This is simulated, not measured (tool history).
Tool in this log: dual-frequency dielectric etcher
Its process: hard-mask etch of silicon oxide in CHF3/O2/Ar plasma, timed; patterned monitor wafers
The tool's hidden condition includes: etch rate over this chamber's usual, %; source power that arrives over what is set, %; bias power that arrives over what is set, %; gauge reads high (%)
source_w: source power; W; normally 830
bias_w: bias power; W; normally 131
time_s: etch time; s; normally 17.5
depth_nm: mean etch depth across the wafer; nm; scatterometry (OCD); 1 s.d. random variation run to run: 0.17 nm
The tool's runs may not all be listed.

run,hour,source_w,bias_w,time_s,wafers since the last listed run,hours since the last wet clean,hours since the last source power generator calibration,hours since the last bias power generator calibration,hours since the last upper electrode change,hours since the gauge calibration,"read-back reference wafer on the same gauge, depth_nm",depth_nm
1,0.0,830,131,17.5,0,77.0,1947.6,389.1,4767.5,2280.6,34.75,34.95
2,99.9,830,131,17.5,1412,176.9,2047.5,489.0,4867.4,2380.5,34.69,34.63
3,141.1,830,131,17.5,582,218.1,2088.7,530.2,4908.6,2421.7,34.71,34.70
4,183.8,830,131,19.0,603,260.8,2131.4,572.9,4951.3,2464.4,34.66,37.41
5,229.2,770,113,15.5,641,306.2,2176.8,618.3,4996.7,2509.8,34.64,28.93
6,283.5,620,131,21.0,767,360.5,2231.1,672.6,5051.0,2564.1,34.67,36.41
7,321.0,1030,131,19.0,530,398.0,2268.6,710.1,5088.5,2601.6,34.74,40.95
8,425.4,730,112,21.0,1475,502.4,2373.0,814.5,5192.9,2706.0,34.68,37.60
9,473.1,830,131,22.5,674,550.1,2420.7,862.2,5240.6,2753.7,34.71,43.60
10,513.0,940,112,15.0,564,590.0,2460.6,902.1,5280.5,2793.6,34.67,29.86
11,551.2,830,131,17.5,539,628.2,2498.8,940.3,5318.7,2831.8,34.65,33.64
# hour 576.5: wet clean of the chamber
# hour 587.5: source power generator calibrated
# hour 606.8: upper electrode replaced
12,619.6,630,157,21.5,297,43.1,32.1,1008.7,12.8,2900.2,34.68,40.34
13,661.8,1020,113,17.5,596,85.3,74.3,1050.9,55.0,2942.4,34.73,38.94
14,748.6,730,115,15.5,1227,172.1,161.1,1137.7,141.8,3029.2,34.70,29.80
# hour 794.1: gauge calibrated
15,811.6,830,131,15.0,890,235.1,224.1,1200.7,204.8,17.5,34.76,30.61
16,908.3,680,131,17.5,1366,331.8,320.8,1297.4,301.5,114.2,34.69,32.63
17,978.4,1030,131,17.5,990,401.9,390.9,1367.5,371.6,184.3,34.72,38.77
18,1064.2,970,105,15.5,1212,487.7,476.7,1453.3,457.4,270.1,34.71,32.23
19,1130.1,830,131,14.0,931,553.6,542.6,1519.2,523.3,336.0,34.75,28.04
20,1206.5,700,141,14.0,1079,630.0,619.0,1595.6,599.7,412.4,34.72,25.62

The next listed run, before its measurement:
21,1253.9,660,114,20.0,670,677.4,666.4,1643.0,647.1,459.8,?,?

{"run 21": {"read-back reference wafer on the same gauge, depth_nm": 34.65, "depth_nm": 34.89}}
On a tool with no hidden condition, and with the same random variation, this run would have come out at depth_nm 36.57 nm.
